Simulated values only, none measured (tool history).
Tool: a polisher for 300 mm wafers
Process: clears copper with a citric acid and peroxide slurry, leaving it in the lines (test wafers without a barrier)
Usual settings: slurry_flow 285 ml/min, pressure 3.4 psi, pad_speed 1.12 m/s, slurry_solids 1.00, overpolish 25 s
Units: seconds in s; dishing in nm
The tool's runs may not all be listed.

run    hour  slurry_flow  pressure  pad_speed  slurry_solids  overpolish  incoming thickness of the incoming film, nm  seconds  dishing
  1     0.0          285       3.4       1.12           1.00          25                                        341.3    117.9     36.1
       25.5  -- slurry nozzle cleaned
  2   108.0          340       3.4       1.12           1.00          25                                        336.8    113.1     36.8
      166.0  -- worn pad replaced by a new one
      178.1  -- head pressure recalibrated
  3   203.5          340       3.4       1.12           1.00          25                                        344.2    121.8     35.1
  4   283.4          340       3.4       1.12           1.00          25                                        337.5    119.9     35.4
      300.0  -- slurry blender recalibrated
  5   320.4          285       3.4       1.12           1.00          25                                        340.0    122.0     34.8
  6   360.6          285       3.4       1.12           1.00          25                                        333.9    121.6     35.0
      404.9  -- slurry nozzle cleaned
  7   438.6          285       3.4       1.12           1.00          25                                        342.5    123.5     35.4
  8   478.0          285       3.4       1.12           1.00          25                                        333.4    116.6     35.8
      553.5  -- worn pad replaced by a new one
  9   576.6          285       3.4       1.12           1.00          25                                        342.2    117.6     35.3
 10   642.9          285       3.4       1.12           1.00          25                                        343.0    121.2     35.3
      660.3  -- slurry blender recalibrated
 11   679.7          285       3.4       1.12           1.00          25                                        345.1    123.4     35.8
      764.6  -- slurry nozzle cleaned
 12   771.3          285       3.4       1.12           1.10          25                                        338.3    116.3     35.5
 13   811.0          285       3.4       1.12           1.10          25                                        335.8    116.2     35.5
 14   889.8          285       3.4       1.12           1.00          25                                        340.9    119.1     36.2
      930.5  -- worn pad replaced by a new one
 15   965.0          215       3.4       0.98           1.00          13                                        342.9    138.6     19.1
     1031.3  -- slurry blender recalibrated
 16  1066.9          285       3.4       1.12           1.00          25                                        344.1    119.2     35.9
 17  1110.4          335       3.4       1.12           1.00          25                                        335.3    112.5     37.0
     1119.9  -- slurry nozzle cleaned
 18  1160.8          285       3.4       1.28           1.00          15                                        339.5    100.0     26.8
     1249.2  -- head pressure recalibrated
 19  1263.9          285       3.4       1.12           1.00          25                                        339.9    111.5     37.2
     1285.9  -- worn pad replaced by a new one
 20  1349.2          285       3.4       1.28           1.00          31                                        332.7     96.2     45.4
     1398.4  -- slurry blender recalibrated
 21  1409.3          285       3.4       1.12           1.00          25                                        339.9    110.8     37.4
     1492.0  -- slurry nozzle cleaned
 22  1494.7          285       3.4       1.42           1.00          17                                        339.7     87.9     33.7
 23  1554.0          240       2.9       1.12           1.20          38                                        344.5    126.6     45.6
     1575.9  -- head pressure recalibrated, repeated, since the last time left the tool worse
 24  1627.3          285       4.2       0.98           1.00          25                                        342.3    114.1     36.6
     1692.2  -- worn pad replaced by a new one
 25  1694.7          285       3.8       1.12           0.85          20                                        341.3    113.3     31.9
 26  1796.2          285       4.0       1.12           1.00          25                                        343.4    103.8     38.0
     1803.3  -- slurry blender recalibrated
 27  1863.3          285       3.4       1.12           1.20          16                                        342.8    119.5     25.7
 28  1905.8          285       3.4       1.12           1.00          25                                        334.7    116.9     35.4

The tool's hidden state at each run:
removal rate lost through wear of the pad, %: 0 in every run
slurry flow missing at the pad, %: 0 in every run
abrasive missing from the slurry, %: 0 in every run
H1: deviation of the head's pressure from its setpoint, %
run      H1
  1    7.17
  2    7.28
  3  0.0892
  4    1.41
  5    1.93
  6    2.44
  7    3.27
  8    3.63
  9    4.36
 10    4.75
 11    4.94
 12    5.33
 13    5.47
 14    5.71
 15    5.89
 16    6.08
 17    6.14
 18    6.21
 19    11.7
 20    13.1
 21      14
 22    14.9
 23    15.5
 24    1.43
 25    2.49
 26    3.74
 27    4.39
 28    4.75

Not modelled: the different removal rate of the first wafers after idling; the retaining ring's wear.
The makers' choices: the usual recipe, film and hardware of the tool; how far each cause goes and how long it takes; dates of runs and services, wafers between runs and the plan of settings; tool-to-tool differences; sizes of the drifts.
